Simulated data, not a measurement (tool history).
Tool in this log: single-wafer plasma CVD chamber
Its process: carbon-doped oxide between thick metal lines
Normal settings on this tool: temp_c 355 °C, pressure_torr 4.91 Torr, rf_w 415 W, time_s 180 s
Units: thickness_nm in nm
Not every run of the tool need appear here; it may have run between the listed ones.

run	hour	temp_c	pressure_torr	rf_w	time_s	read-back reference wafer on the same gauge, thickness_nm	thickness_nm
1	0	355	4.91	415	159	652.741	689.844
2	41.5	355	4.91	415	159	652.25	693.677
3	80.2	355	4.91	415	207	653.874	903.908
4	182.1	347	4.91	415	201	653.075	891.915
5	238.9	355	5.79	495	180	653.59	895.29
6	314.1	355	5.29	415	200	653.77	877.87
7	366.1	355	5.48	415	180	654.098	793.601
8	468.7	360	5.53	415	164	654.031	717.791
# hour 517.9: capacitance manometer re-zeroed and calibrated
# hour 541.2: RF generator calibrated
9	541.7	361	3.9	445	150	654.203	667.096
# hour 649.6: showerhead replaced
10	650.1	355	5.56	490	180	653.981	884.241
11	709.1	355	4.91	415	180	655.849	787.611
# hour 723.9: thermocouple changed; heater temperature recalibrated
# hour 854.2: gauge calibrated
12	1003.6	355	4.91	415	158	644.482	676.626
13	1049.1	347	4.91	415	180	643.879	787.661
14	1153.3	355	4.91	415	180	644.648	770.727
15	1223.4	355	4.91	415	180	645.135	775.076
16	1313.8	341	4.91	490	180	645.393	891.846
17	1375.1	355	4.91	435	180	646.354	803.798
# hour 1433.6: RF generator calibrated
18	1458.6	355	4.91	415	162	645.653	694.456
19	1511.1	355	5.64	415	180	645.308	786.151
20	1572.9	355	3.92	415	180	646.148	760.032
21	1610.4	364	4.91	340	180	645.41	662.179
22	1686.2	355	4.91	465	161	646.607	749.526
23	1735	364	4.91	465	145	646.416	660.253
24	1836.1	355	4.91	415	180	646.149	779.823
25	1879.5	349	4.91	415	180	646.598	782.437
26	1922.4	355	4.91	415	180	646.946	774.754
27	2007.4	355	4.91	440	180	647.735	806.885

Forecast each of these 5 alternatives for the next run:
A	2007.9	355	4.91	415	180	?	?
B	2007.9	364	4.91	415	180	?	?
C	2007.9	344	4.91	495	180	?	?
D	2007.9	341	4.91	415	180	?	?
E	2007.9	362	4.91	450	180	?	?

run	read-back reference wafer on the same gauge, thickness_nm	thickness_nm
A	648.464	775.743
B	648.464	761.474
C	648.464	891.928
D	648.464	800.914
E	648.464	808.599
With no hidden state in the tool, these same runs would have given:
run	thickness_nm
A	771.775
B	757.579
C	887.366
D	796.817
E	804.463
